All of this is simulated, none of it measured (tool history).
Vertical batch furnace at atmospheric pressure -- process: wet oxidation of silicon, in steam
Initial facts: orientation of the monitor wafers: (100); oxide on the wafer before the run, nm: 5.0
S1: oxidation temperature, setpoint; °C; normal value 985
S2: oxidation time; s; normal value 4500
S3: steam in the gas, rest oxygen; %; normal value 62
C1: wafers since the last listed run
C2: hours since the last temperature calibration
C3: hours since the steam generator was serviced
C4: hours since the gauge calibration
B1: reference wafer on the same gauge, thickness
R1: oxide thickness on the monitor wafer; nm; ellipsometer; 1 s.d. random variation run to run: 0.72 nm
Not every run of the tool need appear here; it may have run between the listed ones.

{"run": 1, "day": 0.0, "S1": 985, "S2": 4500, "S3": 62, "C1": 0, "C2": 3653.6, "C3": 3484.9, "C4": 432.2, "B1": 276.74, "R1": 268.2}
{"run": 2, "day": 0.983, "S1": 985, "S2": 4500, "S3": 62, "C1": 187, "C2": 3677.2, "C3": 3508.5, "C4": 455.8, "B1": 276.78, "R1": 268.74}
{"run": 3, "day": 1.962, "S1": 985, "S2": 4500, "S3": 62, "C1": 186, "C2": 3700.7, "C3": 3532.0, "C4": 479.3, "B1": 277.24, "R1": 269.83}
{"run": 4, "day": 2.596, "S1": 985, "S2": 4500, "S3": 62, "C1": 120, "C2": 3715.9, "C3": 3547.2, "C4": 494.5, "B1": 277.03, "R1": 268.8}
{"run": 5, "day": 3.675, "S1": 985, "S2": 4500, "S3": 62, "C1": 205, "C2": 3741.8, "C3": 3573.1, "C4": 520.4, "B1": 277.28, "R1": 268.51}
{"run": 6, "day": 5.15, "S1": 980, "S2": 4500, "S3": 62, "C1": 281, "C2": 3777.2, "C3": 3608.5, "C4": 555.8, "B1": 276.97, "R1": 257.31}
{"run": 7, "day": 6.333, "S1": 980, "S2": 4500, "S3": 62, "C1": 225, "C2": 3805.6, "C3": 3636.9, "C4": 584.2, "B1": 276.96, "R1": 256.39}
{"run": 8, "day": 7.65, "S1": 985, "S2": 4500, "S3": 62, "C1": 250, "C2": 3837.2, "C3": 3668.5, "C4": 615.8, "B1": 277.03, "R1": 268.59}
{"run": 9, "day": 8.858, "S1": 1001, "S2": 4500, "S3": 62, "C1": 230, "C2": 3866.2, "C3": 3697.5, "C4": 644.8, "B1": 277.07, "R1": 304.44}
{"day": 10.788, "done": "steam generator serviced"}
{"run": 10, "day": 10.808, "S1": 1001, "S2": 4500, "S3": 62, "C1": 181, "C2": 3913.0, "C3": 0.5, "C4": 691.6, "B1": 277.18, "R1": 323.28}
{"run": 11, "day": 11.504, "S1": 1001, "S2": 4500, "S3": 62, "C1": 132, "C2": 3929.7, "C3": 17.2, "C4": 708.3, "B1": 277.2, "R1": 322.99}
{"run": 12, "day": 12.979, "S1": 985, "S2": 4500, "S3": 62, "C1": 281, "C2": 3965.1, "C3": 52.6, "C4": 743.7, "B1": 276.88, "R1": 284.2}
{"day": 13.988, "done": "gauge calibrated"}
{"run": 13, "day": 14.221, "S1": 985, "S2": 4500, "S3": 62, "C1": 236, "C2": 3994.9, "C3": 82.4, "C4": 5.6, "B1": 276.78, "R1": 284.26}
{"day": 15.671, "done": "thermocouples replaced and temperature profile calibrated"}
{"run": 14, "day": 15.688, "S1": 1001, "S2": 4500, "S3": 62, "C1": 88, "C2": 0.4, "C3": 117.6, "C4": 40.8, "B1": 276.9, "R1": 323.32}
{"run": 15, "day": 16.696, "S1": 985, "S2": 4500, "S3": 57, "C1": 192, "C2": 24.6, "C3": 141.8, "C4": 65.0, "B1": 276.98, "R1": 265.81}
{"run": 16, "day": 18.142, "S1": 969, "S2": 4500, "S3": 65, "C1": 275, "C2": 59.3, "C3": 176.5, "C4": 99.7, "B1": 277.24, "R1": 254.91}
{"run": 17, "day": 19.446, "S1": 985, "S2": 4500, "S3": 62, "C1": 248, "C2": 90.6, "C3": 207.8, "C4": 131.0, "B1": 276.99, "R1": 281.98}
{"run": 18, "day": 20.267, "S1": 1007, "S2": 5820, "S3": 58, "C1": 156, "C2": 110.3, "C3": 227.5, "C4": 150.7, "B1": 276.94, "R1": 382.17}
{"run": 19, "day": 21.254, "S1": 1005, "S2": 4500, "S3": 53, "C1": 188, "C2": 134.0, "C3": 251.2, "C4": 174.4, "B1": 277.1, "R1": 295.68}
{"run": 20, "day": 22.038, "S1": 960, "S2": 4500, "S3": 68, "C1": 149, "C2": 152.8, "C3": 270.0, "C4": 193.2, "B1": 276.76, "R1": 242.53}

Run 21 comes next. What will it give?
{"run": 21, "day": 23.338, "S1": 968, "S2": 2730, "S3": 59, "C1": 247, "C2": 184.0, "C3": 301.2, "C4": 224.4, "B1": "?", "R1": "?"}

B1: 276.80
R1: 157.83 nm
Without the tool's hidden state the same run would have given R1 160.43 nm.
